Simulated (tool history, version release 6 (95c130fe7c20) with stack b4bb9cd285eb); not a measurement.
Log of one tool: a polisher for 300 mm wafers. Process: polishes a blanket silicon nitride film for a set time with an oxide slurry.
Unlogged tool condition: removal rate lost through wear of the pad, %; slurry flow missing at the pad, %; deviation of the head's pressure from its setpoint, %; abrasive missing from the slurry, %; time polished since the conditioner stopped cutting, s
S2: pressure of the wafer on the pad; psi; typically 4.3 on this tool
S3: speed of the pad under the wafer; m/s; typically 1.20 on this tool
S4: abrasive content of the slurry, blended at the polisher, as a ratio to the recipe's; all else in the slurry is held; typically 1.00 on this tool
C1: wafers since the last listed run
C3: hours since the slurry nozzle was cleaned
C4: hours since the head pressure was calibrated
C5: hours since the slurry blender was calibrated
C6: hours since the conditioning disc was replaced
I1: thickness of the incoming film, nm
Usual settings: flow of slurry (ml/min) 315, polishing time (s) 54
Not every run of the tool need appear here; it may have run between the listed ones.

run 1 hour=0.0 | flow_of_slurry_(ml/min)=245 S2=4.3 S3=1.44 S4=1.00 polishing_time_(s)=54 | C1=0 wafers_polished_on_this_pad=1718 C3=380.6 C4=535.7 C5=564.3 C6=156.0 | I1=452.1 | film_removed_(nm)=42.8
run 2 hour=84.2 | flow_of_slurry_(ml/min)=245 S2=4.3 S3=1.44 S4=1.00 polishing_time_(s)=54 | C1=576 wafers_polished_on_this_pad=2295 C3=464.8 C4=619.9 C5=648.5 C6=240.2 | I1=443.8 | film_removed_(nm)=42.5
-- hour=99.4 slurry blender recalibrated
-- hour=195.6 head pressure recalibrated
run 3 hour=280.5 | flow_of_slurry_(ml/min)=315 S2=4.3 S3=1.06 S4=1.00 polishing_time_(s)=54 | C1=1317 wafers_polished_on_this_pad=3612 C3=661.1 C4=84.9 C5=181.1 C6=436.5 | I1=448.7 | film_removed_(nm)=34.3
-- hour=305.2 slurry nozzle cleaned
run 4 hour=376.9 | flow_of_slurry_(ml/min)=315 S2=4.3 S3=1.20 S4=1.00 polishing_time_(s)=54 | C1=653 wafers_polished_on_this_pad=4266 C3=71.7 C4=181.3 C5=277.5 C6=532.9 | I1=453.8 | film_removed_(nm)=37.3
run 5 hour=425.6 | flow_of_slurry_(ml/min)=315 S2=4.3 S3=1.20 S4=1.00 polishing_time_(s)=54 | C1=333 wafers_polished_on_this_pad=4599 C3=120.4 C4=230.0 C5=326.2 C6=581.6 | I1=448.5 | film_removed_(nm)=37.1
-- hour=487.3 worn pad replaced by a new one
-- hour=488.4 conditioning disc replaced and pad reconditioned
run 6 hour=533.2 | flow_of_slurry_(ml/min)=315 S2=5.0 S3=1.00 S4=0.90 polishing_time_(s)=65 | C1=702 wafers_polished_on_this_pad=306 C3=228.0 C4=337.6 C5=433.8 C6=44.8 | I1=456.9 | film_removed_(nm)=47.3
run 7 hour=611.0 | flow_of_slurry_(ml/min)=315 S2=4.3 S3=0.84 S4=1.00 polishing_time_(s)=54 | C1=533 wafers_polished_on_this_pad=839 C3=305.8 C4=415.4 C5=511.6 C6=122.6 | I1=453.4 | film_removed_(nm)=30.3
run 8 hour=675.2 | flow_of_slurry_(ml/min)=260 S2=5.1 S3=1.20 S4=0.70 polishing_time_(s)=68 | C1=439 wafers_polished_on_this_pad=1279 C3=370.0 C4=479.6 C5=575.8 C6=186.8 | I1=457.0 | film_removed_(nm)=48.2
run 9 hour=760.2 | flow_of_slurry_(ml/min)=225 S2=5.0 S3=1.20 S4=1.00 polishing_time_(s)=54 | C1=582 wafers_polished_on_this_pad=1861 C3=455.0 C4=564.6 C5=660.8 C6=271.8 | I1=443.5 | film_removed_(nm)=42.4
run 10 hour=800.5 | flow_of_slurry_(ml/min)=245 S2=4.3 S3=1.44 S4=1.00 polishing_time_(s)=54 | C1=276 wafers_polished_on_this_pad=2137 C3=495.3 C4=604.9 C5=701.1 C6=312.1 | I1=452.8 | film_removed_(nm)=41.6
-- hour=833.4 slurry blender recalibrated
run 11 hour=886.2 | flow_of_slurry_(ml/min)=315 S2=4.3 S3=1.20 S4=1.10 polishing_time_(s)=54 | C1=573 wafers_polished_on_this_pad=2711 C3=581.0 C4=690.6 C5=52.8 C6=397.8 | I1=453.9 | film_removed_(nm)=39.0
-- hour=935.0 head pressure recalibrated
run 12 hour=979.4 | flow_of_slurry_(ml/min)=315 S2=4.3 S3=1.20 S4=1.00 polishing_time_(s)=54 | C1=624 wafers_polished_on_this_pad=3336 C3=674.2 C4=44.4 C5=146.0 C6=491.0 | I1=451.9 | film_removed_(nm)=36.6
run 13 hour=1068.7 | flow_of_slurry_(ml/min)=245 S2=5.5 S3=1.20 S4=1.00 polishing_time_(s)=54 | C1=611 wafers_polished_on_this_pad=3947 C3=763.5 C4=133.7 C5=235.3 C6=580.3 | I1=449.5 | film_removed_(nm)=46.2
-- hour=1081.8 slurry nozzle cleaned
run 14 hour=1130.2 | flow_of_slurry_(ml/min)=230 S2=4.3 S3=1.20 S4=1.00 polishing_time_(s)=54 | C1=414 wafers_polished_on_this_pad=4362 C3=48.4 C4=195.2 C5=296.8 C6=641.8 | I1=450.7 | film_removed_(nm)=36.7
run 15 hour=1232.5 | flow_of_slurry_(ml/min)=315 S2=3.9 S3=1.20 S4=1.00 polishing_time_(s)=54 | C1=700 wafers_polished_on_this_pad=5063 C3=150.7 C4=297.5 C5=399.1 C6=744.1 | I1=455.5 | film_removed_(nm)=33.6
-- hour=1290.3 worn pad replaced by a new one
-- hour=1297.3 conditioning disc replaced and pad reconditioned
run 16 hour=1299.8 | flow_of_slurry_(ml/min)=315 S2=4.3 S3=1.20 S4=1.00 polishing_time_(s)=54 | C1=419 wafers_polished_on_this_pad=51 C3=218.0 C4=364.8 C5=466.4 C6=2.5 | I1=449.8 | film_removed_(nm)=39.9
run 17 hour=1350.1 | flow_of_slurry_(ml/min)=280 S2=4.9 S3=1.20 S4=1.00 polishing_time_(s)=54 | C1=344 wafers_polished_on_this_pad=395 C3=268.3 C4=415.1 C5=516.7 C6=52.8 | I1=452.8 | film_removed_(nm)=44.5
run 18 hour=1387.9 | flow_of_slurry_(ml/min)=315 S2=5.1 S3=1.56 S4=1.00 polishing_time_(s)=46 | C1=258 wafers_polished_on_this_pad=654 C3=306.1 C4=452.9 C5=554.5 C6=90.6 | I1=449.3 | film_removed_(nm)=46.5
run 19 hour=1425.6 | flow_of_slurry_(ml/min)=420 S2=2.9 S3=0.86 S4=1.00 polishing_time_(s)=54 | C1=258 wafers_polished_on_this_pad=913 C3=343.8 C4=490.6 C5=592.2 C6=128.3 | I1=443.8 | film_removed_(nm)=21.3
run 20 hour=1533.5 | flow_of_slurry_(ml/min)=350 S2=4.3 S3=1.36 S4=1.00 polishing_time_(s)=71 | C1=739 wafers_polished_on_this_pad=1652 C3=451.7 C4=598.5 C5=700.1 C6=236.2 | I1=447.0 | film_removed_(nm)=54.3
run 21 hour=1621.6 | flow_of_slurry_(ml/min)=370 S2=4.3 S3=1.20 S4=1.00 polishing_time_(s)=36 | C1=603 wafers_polished_on_this_pad=2255 C3=539.8 C4=686.6 C5=788.2 C6=324.3 | I1=445.2 | film_removed_(nm)=25.2
-- hour=1682.8 slurry blender recalibrated
-- hour=1685.4 head pressure recalibrated
-- hour=1750.5 slurry nozzle cleaned
run 22 hour=1785.7 | flow_of_slurry_(ml/min)=315 S2=4.3 S3=1.20 S4=1.00 polishing_time_(s)=54 | C1=1089 wafers_polished_on_this_pad=3345 C3=35.2 C4=100.3 C5=102.9 C6=488.4 | I1=458.0 | film_removed_(nm)=36.6
-- hour=1932.9 worn pad replaced by a new one
-- hour=1967.7 conditioning disc replaced and pad reconditioned
run 23 hour=2007.3 | flow_of_slurry_(ml/min)=315 S2=4.3 S3=1.20 S4=1.00 polishing_time_(s)=54 | C1=1477 wafers_polished_on_this_pad=495 C3=256.8 C4=321.9 C5=324.5 C6=39.6 | I1=453.8 | film_removed_(nm)=39.3
run 24 hour=2107.7 | flow_of_slurry_(ml/min)=315 S2=4.3 S3=1.62 S4=1.00 polishing_time_(s)=65 | C1=687 wafers_polished_on_this_pad=1183 C3=357.2 C4=422.3 C5=424.9 C6=140.0 | I1=450.6 | film_removed_(nm)=57.1
run 25 hour=2202.0 | flow_of_slurry_(ml/min)=425 S2=4.7 S3=1.20 S4=0.90 polishing_time_(s)=54 | C1=646 wafers_polished_on_this_pad=1829 C3=451.5 C4=516.6 C5=519.2 C6=234.3 | I1=457.9 | film_removed_(nm)=40.5

Across each entry between runs, compare the hidden state at the last listed run before it with the hidden state at the first listed run after it:
From run 2 to run 3: slurry blender recalibrated (hour 99.4); head pressure recalibrated (hour 195.6)
  time polished since the conditioner stopped cutting, s: 67.1 -> 88.7
  measured less the result without the state, film removed (nm): -3.1 -> -2.6
From run 3 to run 4: slurry nozzle cleaned (hour 305.2)
  time polished since the conditioner stopped cutting, s: 88.7 -> 94.5
  measured less the result without the state, film removed (nm): -2.6 -> -3.3
From run 5 to run 6: worn pad replaced by a new one (hour 487.3); conditioning disc replaced and pad reconditioned (hour 488.4)
  time polished since the conditioner stopped cutting, s: 96.7 -> 24.4
  measured less the result without the state, film removed (nm): -3.4 -> -1.1
From run 10 to run 11: slurry blender recalibrated (hour 833.4)
  time polished since the conditioner stopped cutting, s: 81.3 -> 89.9
  measured less the result without the state, film removed (nm): -3.7 -> -3.3
From run 11 to run 12: head pressure recalibrated (hour 935.0)
  time polished since the conditioner stopped cutting, s: 89.9 -> 96.5
  measured less the result without the state, film removed (nm): -3.3 -> -3.4
From run 13 to run 14: slurry nozzle cleaned (hour 1081.8)
  time polished since the conditioner stopped cutting, s: 101 -> 103
  measured less the result without the state, film removed (nm): -5.5 -> -3.5
From run 15 to run 16: worn pad replaced by a new one (hour 1290.3); conditioning disc replaced and pad reconditioned (hour 1297.3)
  time polished since the conditioner stopped cutting, s: 106 -> 16.3
  measured less the result without the state, film removed (nm): -3.1 -> -0.6
From run 21 to run 22: slurry blender recalibrated (hour 1682.8); head pressure recalibrated (hour 1685.4); slurry nozzle cleaned (hour 1750.5)
  time polished since the conditioner stopped cutting, s: 90.4 -> 104
  measured less the result without the state, film removed (nm): -2.2 -> -3.6
From run 22 to run 23: worn pad replaced by a new one (hour 1932.9); conditioning disc replaced and pad reconditioned (hour 1967.7)
  time polished since the conditioner stopped cutting, s: 104 -> 22.7
  measured less the result without the state, film removed (nm): -3.6 -> -0.8
